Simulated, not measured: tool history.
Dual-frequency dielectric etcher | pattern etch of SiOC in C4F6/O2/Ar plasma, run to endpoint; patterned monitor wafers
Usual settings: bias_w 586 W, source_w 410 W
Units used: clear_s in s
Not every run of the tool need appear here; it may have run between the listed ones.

run    hour  bias_w  source_w  incoming incoming film thickness, nm  clear_s
  1     0.0     586       410                                 43.21     13.5
  2    46.9     586       410                                 43.50     13.6
  3   143.7     586       410                                 43.43     13.5
  4   249.7     586       410                                 43.55     13.6
  5   309.6     586       410                                 43.56     13.2
      340.3  -- wet clean of the chamber
  6   398.7     586       410                                 43.27     13.9
  7   492.3     586       410                                 43.55     13.8
  8   541.6     586       410                                 44.26     14.0
  9   591.8     625       380                                 43.63     13.5
 10   673.7     625       380                                 43.26     13.2
 11   742.9     586       410                                 43.76     13.6
      800.8  -- wet clean of the chamber
 12   844.1     586       410                                 43.62     13.9
      902.5  -- source power generator calibrated
      905.5  -- upper electrode replaced
 13   952.0     628       410                                 43.18     13.2
      972.7  -- bias power generator calibrated
 14  1055.1     586       410                                 43.60     13.8
 15  1156.2     715       450                                 43.41     11.9
 16  1233.6     628       410                                 43.65     13.1
     1327.9  -- wet clean of the chamber
 17  1328.4     586       470                                 43.28     13.3
 18  1449.9     654       410                                 43.75     12.9
 19  1525.4     644       460                                 43.25     12.4
 20  1564.3     510       480                                 43.56     14.3
 21  1642.2     586       410                                 43.53     13.4
 22  1734.8     586       410                                 43.98     13.5
     1842.1  -- wet clean of the chamber
 23  1842.6     586       410                                 43.42     13.9
 24  1906.4     535       320                                 43.17     15.4
 25  1963.1     681       320                                 43.93     13.5

Consider 5 possible next runs. They are alternatives, not a sequence: every one starts from the tool as it was left by run 25. What does each give?
  A  1963.5     586       410                                 43.28        ?
  B  1963.5     685       320                                 43.28        ?
  C  1963.5     512       320                                 43.28        ?
  D  1963.5     636       380                                 43.28        ?
  E  1963.5     532       510                                 43.28        ?

run  clear_s
  A     13.7
  B     13.4
  C     15.9
  D     13.4
  E     13.7
With no hidden state in the tool, these same runs would have given:
run  clear_s
  A     13.9
  B     13.6
  C     16.1
  D     13.5
  E     13.8

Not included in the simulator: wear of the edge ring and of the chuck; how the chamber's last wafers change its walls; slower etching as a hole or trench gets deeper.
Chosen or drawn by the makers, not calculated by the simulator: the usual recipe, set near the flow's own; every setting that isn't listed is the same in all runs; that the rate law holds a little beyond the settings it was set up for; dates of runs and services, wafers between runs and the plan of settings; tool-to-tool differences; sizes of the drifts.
